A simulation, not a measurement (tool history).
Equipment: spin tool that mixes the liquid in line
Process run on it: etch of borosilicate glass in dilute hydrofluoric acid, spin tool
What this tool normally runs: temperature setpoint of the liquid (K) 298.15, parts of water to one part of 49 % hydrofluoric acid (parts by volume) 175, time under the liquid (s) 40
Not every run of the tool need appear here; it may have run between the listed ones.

run   hour  temperature setpoint of the liquid (K)  parts of water to one part of 49 % hydrofluoric acid (parts by volume)  time under the liquid (s)  read-back film thickness of the borosilicate glass reference wafer, read on the same gauge (nm)  thickness taken off the borosilicate glass on a monitor wafer (angstrom)
  1    0.0                                  295.65                                                                     175                         40                                                                                           110.01                                                                      44.4
  2   26.3                                  295.65                                                                     175                         40                                                                                           110.02                                                                      43.6
  3   77.4                                  298.15                                                                     175                         30                                                                                           110.01                                                                      36.5
  4  147.8                                  298.15                                                                     175                         40                                                                                           109.97                                                                      48.2
  5  204.5                                  298.15                                                                     175                         40                                                                                           110.00                                                                      47.7
  6  259.0                                  298.15                                                                     175                         55                                                                                           110.01                                                                      64.1
  7  287.3                                  298.15                                                                     175                         55                                                                                           110.02                                                                      63.9
  8  342.3                                  298.15                                                                     225                         50                                                                                           110.03                                                                      42.8
  9  384.0                                  298.15                                                                     225                         50                                                                                           109.99                                                                      42.5
 10  409.1                                  298.15                                                                     225                         50                                                                                           110.02                                                                      41.8
     437.2  -- hydrofluoric acid flow meter replaced
     453.6  -- thermometer replaced
     464.4  -- gauge calibrated
 11  468.2                                  303.15                                                                     250                         60                                                                                           110.02                                                                      62.4
 12  521.2                                  298.15                                                                     255                         40                                                                                           110.02                                                                      33.9
 13  589.1                                  294.15                                                                     255                         60                                                                                           110.01                                                                      43.7
 14  642.2                                  303.15                                                                     230                         60                                                                                           110.02                                                                      68.0
 15  673.4                                  299.65                                                                     140                         40                                                                                           110.00                                                                      72.5
 16  709.4                                  298.15                                                                     175                         40                                                                                           109.99                                                                      53.2
 17  761.6                                  302.65                                                                     125                         20                                                                                           110.00                                                                      46.0
 18  823.9                                  298.15                                                                     175                         40                                                                                           110.04                                                                      52.6
 19  866.1                                  298.15                                                                     175                         40                                                                                           109.99                                                                      51.4
     912.6  -- gauge calibrated
 20  933.9                                  294.65                                                                     175                         40                                                                                           110.00                                                                      44.9

Predict each of these 4 candidate next runs independently; none follows another, all start after run 20:
  A  934.3                                  298.15                                                                     175                         60                                                                                                ?                                                                         ?
  B  934.3                                  294.15                                                                     175                         60                                                                                                ?                                                                         ?
  C  934.3                                  301.15                                                                     125                         45                                                                                                ?                                                                         ?
  D  934.3                                  293.65                                                                     140                         60                                                                                                ?                                                                         ?

run  read-back film thickness of the borosilicate glass reference wafer, read on the same gauge (nm)  thickness taken off the borosilicate glass on a monitor wafer (angstrom)
  A                                                                                           110.00                                                                      77.4
  B                                                                                           110.00                                                                      66.6
  C                                                                                           110.00                                                                      96.8
  D                                                                                           110.00                                                                      84.8
With the hidden condition removed and each run's random variation left untouched, the same runs would have given:
run  thickness taken off the borosilicate glass on a monitor wafer (angstrom)
  A                                                                      83.5
  B                                                                      71.7
  C                                                                     104.2
  D                                                                      91.2
